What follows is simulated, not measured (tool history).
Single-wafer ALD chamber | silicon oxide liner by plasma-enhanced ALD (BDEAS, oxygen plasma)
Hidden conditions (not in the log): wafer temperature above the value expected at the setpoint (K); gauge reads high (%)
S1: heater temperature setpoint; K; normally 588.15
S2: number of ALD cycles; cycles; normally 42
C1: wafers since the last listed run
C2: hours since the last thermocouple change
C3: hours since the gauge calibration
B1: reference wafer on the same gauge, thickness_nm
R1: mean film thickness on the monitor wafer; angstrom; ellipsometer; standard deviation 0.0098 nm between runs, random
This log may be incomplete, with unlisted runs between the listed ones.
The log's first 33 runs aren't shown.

run	day	S1	S2	C1	C2	C3	B1	R1
# day 33.988: gauge calibrated
# day 34.308: thermocouple changed; heater temperature recalibrated
34	34.883	599.15	40	199	13.8	21.5	3.733	37.54
35	35.85	600.15	38	173	37	44.7	3.726	35.51
36	37.067	583.15	48	218	66.2	73.9	3.727	46.3
37	38.046	593.15	48	176	89.7	97.4	3.731	45.53
38	38.829	593.15	37	140	108.5	116.2	3.731	35.21
39	39.412	588.15	42	104	122.5	130.2	3.731	40.01
40	40.425	582.15	47	182	146.8	154.5	3.729	45.32
41	41.358	599.15	40	167	169.2	176.9	3.728	37.46
42	42.846	588.15	42	267	204.9	212.6	3.726	40.18
43	43.738	578.15	48	160	226.3	234	3.731	46.87
44	44.483	588.15	42	134	244.2	251.9	3.734	40.05
45	45.104	588.15	42	111	259.1	266.8	3.728	40.05

5 ways to go on from here, each from the tool as it stands after run 45. What would each give?
A	45.125	588.15	42	3	259.6	267.3	?	?
B	45.125	588.15	50	3	259.6	267.3	?	?
C	45.125	597.15	42	3	259.6	267.3	?	?
D	45.125	578.15	49	3	259.6	267.3	?	?
E	45.125	596.15	47	3	259.6	267.3	?	?

run	B1	R1
A	3.727	40.28
B	3.727	47.95
C	3.727	39.69
D	3.727	47.75
E	3.727	44.48
Without the tool's unlogged condition, the same runs would have read:
run	R1
A	40.28
B	47.95
C	39.69
D	47.75
E	44.48

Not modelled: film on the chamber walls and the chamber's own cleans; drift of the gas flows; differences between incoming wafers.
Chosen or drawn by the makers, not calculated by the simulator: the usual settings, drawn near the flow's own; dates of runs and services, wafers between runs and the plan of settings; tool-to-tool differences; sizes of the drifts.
